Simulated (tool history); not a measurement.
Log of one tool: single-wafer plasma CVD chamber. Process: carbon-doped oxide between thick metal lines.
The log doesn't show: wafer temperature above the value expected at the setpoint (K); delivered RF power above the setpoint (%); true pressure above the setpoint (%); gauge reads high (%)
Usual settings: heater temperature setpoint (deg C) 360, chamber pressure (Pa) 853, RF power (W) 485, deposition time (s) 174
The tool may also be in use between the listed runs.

run,hour,heater temperature setpoint (deg C),chamber pressure (Pa),RF power (W),deposition time (s),wafers since the last listed run,hours since the last thermocouple change,hours since the last RF generator calibration,hours since the last manometer calibration,hours since the showerhead was replaced,hours since the gauge calibration,"read-back reference wafer on the same gauge, thickness_nm",mean film thickness on the monitor wafer (angstrom)
1,0,366,853,485,174,0,734.5,853.7,414.1,7230.4,885.2,860.827,8588.65
2,34.1,366,853,485,174,449,768.6,887.8,448.2,7264.5,919.3,861.071,8587.38
3,65.9,360,853,510,192,419,800.4,919.6,480,7296.3,951.1,860.913,9901.21
4,131.7,360,853,510,192,868,866.2,985.4,545.8,7362.1,1016.9,860.418,9896.81
5,157.2,360,853,510,192,336,891.7,1010.9,571.3,7387.6,1042.4,861.246,9894.74
6,200.5,360,853,485,174,571,935,1054.2,614.6,7430.9,1085.7,861.234,8701.71
7,262,360,853,485,174,811,996.5,1115.7,676.1,7492.4,1147.2,860.801,8686.52
8,328.9,360,853,485,174,882,1063.4,1182.6,743,7559.3,1214.1,860.625,8660.6
# hour 362.5: capacitance manometer re-zeroed and calibrated
9,363,360,784,485,174,344,1097.5,1216.7,0.5,7593.4,1248.2,860.655,8594.23
10,417.4,360,784,485,174,717,1151.9,1271.1,54.9,7647.8,1302.6,860.96,8564.48
# hour 483.3: thermocouple changed; heater temperature recalibrated
11,483.8,360,784,485,174,770,0.5,1337.5,121.3,7714.2,1369,861.06,8551.13
# hour 506.6: gauge calibrated
12,539.6,364,853,485,174,736,56.3,1393.3,177.1,7770,33,861.156,8549.86
13,604,364,853,485,174,849,120.7,1457.7,241.5,7834.4,97.4,860.842,8556.86
14,628.1,364,853,485,174,317,144.8,1481.8,265.6,7858.5,121.5,861.308,8534.26
15,662.9,364,853,485,174,459,179.6,1516.6,300.4,7893.3,156.3,861.268,8526.1
16,689.5,352,1031,575,174,350,206.2,1543.2,327,7919.9,182.9,861.342,9948.11

Forecast run 17:
17,759.4,347,1011,485,174,922,276.1,1613.1,396.9,7989.8,252.8,?,?

Run 17 gave read-back reference wafer on the same gauge, thickness_nm 860.801, mean film thickness on the monitor wafer (angstrom) 9041.13.
Without the tool's hidden state the same run would have given mean film thickness on the monitor wafer (angstrom) 9240.63.
